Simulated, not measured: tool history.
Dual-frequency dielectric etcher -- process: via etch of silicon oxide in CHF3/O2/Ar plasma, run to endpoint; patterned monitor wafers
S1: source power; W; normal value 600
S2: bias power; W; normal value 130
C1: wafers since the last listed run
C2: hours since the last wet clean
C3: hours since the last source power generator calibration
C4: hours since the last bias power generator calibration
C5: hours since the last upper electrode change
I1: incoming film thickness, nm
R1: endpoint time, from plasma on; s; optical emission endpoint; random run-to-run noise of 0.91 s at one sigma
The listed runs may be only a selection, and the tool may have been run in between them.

| run | hour | S1 | S2 | C1 | C2 | C3 | C4 | C5 | I1 | R1 |
|---|---|---|---|---|---|---|---|---|---|---|
| 1 | 0.0 | 600 | 111 | 0 | 320.2 | 2908.0 | 3498.7 | 2177.4 | 435.2 | 278.2 |
|  | 25.4 | wet clean of the chamber |
| 2 | 32.0 | 600 | 111 | 48 | 6.6 | 2940.0 | 3530.7 | 2209.4 | 434.2 | 268.9 |
| 3 | 80.4 | 600 | 130 | 296 | 55.0 | 2988.4 | 3579.1 | 2257.8 | 437.3 | 264.7 |
| 4 | 112.2 | 600 | 107 | 194 | 86.8 | 3020.2 | 3610.9 | 2289.6 | 433.5 | 270.6 |
| 5 | 148.0 | 600 | 107 | 219 | 122.6 | 3056.0 | 3646.7 | 2325.4 | 430.2 | 269.0 |
| 6 | 183.0 | 600 | 107 | 214 | 157.6 | 3091.0 | 3681.7 | 2360.4 | 434.4 | 271.0 |
|  | 219.6 | source power generator calibrated |
| 7 | 220.1 | 600 | 130 | 202 | 194.7 | 0.5 | 3718.8 | 2397.5 | 437.4 | 266.1 |
| 8 | 234.0 | 600 | 108 | 85 | 208.6 | 14.4 | 3732.7 | 2411.4 | 430.5 | 271.4 |
| 9 | 266.1 | 600 | 108 | 196 | 240.7 | 46.5 | 3764.8 | 2443.5 | 432.1 | 273.5 |
| 10 | 284.6 | 600 | 108 | 113 | 259.2 | 65.0 | 3783.3 | 2462.0 | 435.3 | 273.5 |
|  | 303.9 | bias power generator calibrated |
| 11 | 306.0 | 690 | 121 | 106 | 280.6 | 86.4 | 2.1 | 2483.4 | 437.1 | 259.7 |
|  | 406.5 | wet clean of the chamber |
| 12 | 407.0 | 740 | 130 | 471 | 0.5 | 187.4 | 103.1 | 2584.4 | 431.3 | 241.7 |
| 13 | 433.0 | 470 | 139 | 159 | 26.5 | 213.4 | 129.1 | 2610.4 | 435.9 | 277.4 |
| 14 | 469.0 | 600 | 130 | 220 | 62.5 | 249.4 | 165.1 | 2646.4 | 432.7 | 259.4 |
|  | 496.0 | upper electrode replaced |
| 15 | 496.5 | 670 | 119 | 21 | 90.0 | 276.9 | 192.6 | 0.5 | 437.1 | 259.7 |
| 16 | 574.2 | 450 | 130 | 475 | 167.7 | 354.6 | 270.3 | 78.2 | 435.3 | 289.5 |
| 17 | 588.1 | 680 | 113 | 85 | 181.6 | 368.5 | 284.2 | 92.1 | 432.9 | 260.8 |
| 18 | 622.3 | 550 | 160 | 209 | 215.8 | 402.7 | 318.4 | 126.3 | 434.0 | 264.1 |
| 19 | 641.8 | 600 | 130 | 119 | 235.3 | 422.2 | 337.9 | 145.8 | 431.6 | 266.6 |
| 20 | 664.0 | 510 | 150 | 135 | 257.5 | 444.4 | 360.1 | 168.0 | 435.4 | 272.7 |
| 21 | 679.1 | 730 | 120 | 92 | 272.6 | 459.5 | 375.2 | 183.1 | 433.7 | 254.7 |
|  | 744.3 | wet clean of the chamber |
| 22 | 745.0 | 490 | 160 | 256 | 0.7 | 525.4 | 441.1 | 249.0 | 434.1 | 263.9 |
| 23 | 763.2 | 600 | 130 | 111 | 18.9 | 543.6 | 459.3 | 267.2 | 433.3 | 258.9 |
| 24 | 790.4 | 600 | 143 | 166 | 46.1 | 570.8 | 486.5 | 294.4 | 438.6 | 258.7 |
| 25 | 808.7 | 680 | 99 | 112 | 64.4 | 589.1 | 504.8 | 312.7 | 434.7 | 264.5 |
| 26 | 830.8 | 490 | 102 | 135 | 86.5 | 611.2 | 526.9 | 334.8 | 431.1 | 288.4 |
| 27 | 847.3 | 600 | 130 | 101 | 103.0 | 627.7 | 543.4 | 351.3 | 432.8 | 261.7 |
| 28 | 870.3 | 560 | 107 | 140 | 126.0 | 650.7 | 566.4 | 374.3 | 433.2 | 278.9 |
| 29 | 944.8 | 480 | 120 | 456 | 200.5 | 725.2 | 640.9 | 448.8 | 435.0 | 288.5 |
| 30 | 964.0 | 600 | 119 | 117 | 219.7 | 744.4 | 660.1 | 468.0 | 434.8 | 270.6 |
| 31 | 987.3 | 600 | 159 | 142 | 243.0 | 767.7 | 683.4 | 491.3 | 431.3 | 254.1 |
| 32 | 1000.6 | 500 | 121 | 81 | 256.3 | 781.0 | 696.7 | 504.6 | 437.2 | 287.9 |
| 33 | 1034.8 | 600 | 130 | 209 | 290.5 | 815.2 | 730.9 | 538.8 | 433.7 | 266.1 |
| 34 | 1066.2 | 520 | 151 | 192 | 321.9 | 846.6 | 762.3 | 570.2 | 433.8 | 269.8 |

For some of the steps in R1 from one run to the next: how much would appear even if the tool had no hidden state, given the settings, what came in and random variation, and how much remains for the hidden state plus any gauge scatter that the measured result and the result without hidden state don't share?
Unlogged tool condition in this case: etch rate over this chamber's usual, %; source power that arrives over what is set, %; bias power that arrives over what is set, %.
Run 1 -> 2: wet clean of the chamber. R1 -9.3 s: hidden state -10.7, all else +1.4.
Run 11 -> 12: S1 690 -> 740, S2 121 -> 130, wet clean of the chamber. R1 -18.0 s: hidden state -5.7, all else -12.3.
Run 12 -> 13: S1 740 -> 470, S2 130 -> 139. R1 +35.7 s: hidden state +0.8, all else +34.9.
Run 15 -> 16: S1 670 -> 450, S2 119 -> 130. R1 +29.8 s: hidden state +2.3, all else +27.5.
Run 21 -> 22: S1 730 -> 490, S2 120 -> 160, wet clean of the chamber. R1 +9.2 s: hidden state -7.3, all else +16.5.
Run 31 -> 32: S1 600 -> 500, S2 159 -> 121. R1 +33.8 s: hidden state +0.9, all else +32.9.
